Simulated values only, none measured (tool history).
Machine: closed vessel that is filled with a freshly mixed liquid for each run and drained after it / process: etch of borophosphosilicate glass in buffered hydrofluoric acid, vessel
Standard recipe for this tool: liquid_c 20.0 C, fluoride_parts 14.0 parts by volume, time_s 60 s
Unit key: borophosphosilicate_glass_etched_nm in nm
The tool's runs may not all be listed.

run   hour  liquid_c  fluoride_parts  time_s  read-back film thickness of the borophosphosilicate glass reference wafer, read on the same gauge (nm)  borophosphosilicate_glass_etched_nm
  1    0.0      20.0            14.0      60                                                                                                   79.98                               135.15
  2   19.6      20.0            14.0      60                                                                                                   79.96                               136.77
  3   41.8      20.0            14.0      60                                                                                                   79.99                               136.13
  4   57.0      20.0            14.0      60                                                                                                   80.00                               137.16
  5   78.1      20.0            14.0      60                                                                                                   80.01                               137.67
  6   97.3      20.0            14.0      60                                                                                                   80.01                               135.84
  7  124.1      20.0            14.0      60                                                                                                   79.98                               137.98
  8  139.5      20.0            14.0      60                                                                                                   79.97                               137.28
  9  156.8      20.0            14.0      60                                                                                                   80.03                               139.76
 10  171.8      20.0            14.0      60                                                                                                   80.04                               140.64
 11  201.5      23.0            14.0      50                                                                                                   80.03                               137.97
 12  226.3      17.0            14.0      60                                                                                                   80.00                               117.19
     236.4  -- thermometer replaced
     258.6  -- gauge calibrated
 13  259.2      17.5            10.0      45                                                                                                   80.02                               118.00
 14  285.8      20.0            14.0      60                                                                                                   79.99                               128.33
 15  320.3      20.0            14.0      60                                                                                                   79.99                               131.35
     328.2  -- hydrofluoric acid flow meter replaced
 16  335.1      24.0            16.5      35                                                                                                   80.01                                81.32
 17  360.2      20.0            14.0      60                                                                                                   80.00                               128.70
 18  384.4      20.0            14.0      80                                                                                                   79.99                               177.38
 19  416.6      23.5            17.5      35                                                                                                   80.00                                74.61
 20  438.7      20.0            14.0      75                                                                                                   79.99                               164.15
 21  457.3      20.0            17.5      60                                                                                                   80.02                               106.54
 22  531.5      20.0            11.5      75                                                                                                   80.03                               204.27

Measured minus without-hidden-state, run by run (identical run-to-run variation in each term; gauge scatter may differ):
The tool's hidden condition here consists of: liquid hotter than its thermometer reads (K); hydrofluoric acid flow below the setpoint (%); gauge reads high (%).
run  borophosphosilicate_glass_etched_nm
  1                                +7.82
  2                                +8.27
  3                                +8.58
  4                                +8.93
  5                                +9.32
  6                                +9.54
  7                               +10.11
  8                               +10.34
  9                               +10.81
 10                               +11.16
 11                               +11.24
 12                               +10.25
 13                                +0.92
 14                                +1.48
 15                                +2.09
 16                                +1.40
 17                                +2.75
 18                                +4.27
 19                                +2.08
 20                                +5.18
 21                                +3.59
 22                                +8.82
